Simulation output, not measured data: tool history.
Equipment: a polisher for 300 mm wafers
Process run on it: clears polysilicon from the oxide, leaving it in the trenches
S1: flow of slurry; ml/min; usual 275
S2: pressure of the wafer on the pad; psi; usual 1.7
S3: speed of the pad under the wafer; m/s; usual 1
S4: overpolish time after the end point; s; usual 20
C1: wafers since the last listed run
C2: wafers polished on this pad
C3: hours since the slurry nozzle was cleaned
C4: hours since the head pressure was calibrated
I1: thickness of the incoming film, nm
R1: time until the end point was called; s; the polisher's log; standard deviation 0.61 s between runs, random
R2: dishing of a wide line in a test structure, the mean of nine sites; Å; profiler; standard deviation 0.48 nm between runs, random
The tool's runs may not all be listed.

| run | day | S1 | S2 | S3 | S4 | C1 | C2 | C3 | C4 | I1 | R1 | R2 |
|---|---|---|---|---|---|---|---|---|---|---|---|---|
| 1 | 0 | 275 | 2.1 | 1.22 | 20 | 0 | 642 | 121.4 | 426.7 | 365.2 | 29.8 | 448 |
| 2 | 1.808 | 275 | 2.1 | 1.22 | 20 | 492 | 1134 | 164.8 | 470.1 | 360 | 31.2 | 448 |
|  | 3.7 | worn pad replaced by a new one |
| 3 | 3.721 | 275 | 2.1 | 1.22 | 20 | 475 | 5 | 210.7 | 516 | 364.4 | 29.7 | 462 |
| 4 | 6.292 | 275 | 1.7 | 1 | 20 | 699 | 705 | 272.4 | 577.7 | 364.5 | 41.6 | 445 |
| 5 | 7.496 | 275 | 1.7 | 1 | 20 | 327 | 1033 | 301.3 | 606.6 | 355.5 | 41.5 | 436 |
| 6 | 9.608 | 275 | 1.7 | 1 | 20 | 575 | 1608 | 352 | 657.3 | 361.5 | 46.2 | 432 |
|  | 10.396 | worn pad replaced by a new one |
| 7 | 11.292 | 275 | 1.7 | 1 | 20 | 412 | 244 | 392.4 | 697.7 | 361.3 | 43 | 430 |
| 8 | 12.325 | 275 | 1.7 | 1 | 20 | 281 | 525 | 417.2 | 722.5 | 358.7 | 42.9 | 433 |
| 9 | 13.346 | 360 | 1.2 | 1 | 20 | 277 | 803 | 441.7 | 747 | 361.6 | 59.1 | 407 |
| 10 | 14.442 | 315 | 1.9 | 1 | 29 | 298 | 1101 | 468 | 773.3 | 358.5 | 39.5 | 441 |
|  | 16.392 | worn pad replaced by a new one |
|  | 16.479 | slurry nozzle cleaned |
| 11 | 18.042 | 275 | 1.7 | 0.76 | 20 | 923 | 438 | 37.5 | 859.7 | 363.5 | 47.8 | 426 |
|  | 19.229 | head pressure recalibrated |
| 12 | 20.596 | 275 | 1.7 | 1 | 17 | 672 | 1111 | 98.8 | 32.8 | 363.7 | 43 | 437 |
|  | 22.804 | worn pad replaced by a new one |
| 13 | 23.362 | 275 | 1.7 | 1 | 20 | 707 | 152 | 165.2 | 99.2 | 366.4 | 42.2 | 440 |
| 14 | 24.821 | 275 | 1.1 | 1.1 | 14 | 397 | 549 | 200.2 | 134.2 | 362.7 | 59.5 | 375 |
| 15 | 27.392 | 325 | 2.1 | 1.26 | 15 | 699 | 1249 | 261.9 | 195.9 | 354.1 | 29.1 | 441 |
|  | 28.358 | worn pad replaced by a new one |
| 16 | 29.175 | 275 | 1.7 | 1 | 20 | 440 | 222 | 304.7 | 238.7 | 362 | 41.4 | 433 |

Forecast each of these 3 alternatives for the next run:
| A | 29.192 | 275 | 1.7 | 1 | 20 | 4 | 227 | 305.1 | 239.1 | 359.6 | ? | ? |
| B | 29.192 | 360 | 1.9 | 1.34 | 24 | 4 | 227 | 305.1 | 239.1 | 359.6 | ? | ? |
| C | 29.192 | 220 | 1.7 | 1.24 | 20 | 4 | 227 | 305.1 | 239.1 | 359.6 | ? | ? |

| run | R1 | R2 |
|---|---|---|
| A | 41 | 439 |
| B | 29.4 | 451 |
| C | 36.6 | 444 |
Without the tool's hidden state the same runs would have given:
| run | R1 | R2 |
|---|---|---|
| A | 39.7 | 441 |
| B | 28.6 | 451 |
| C | 35.3 | 445 |
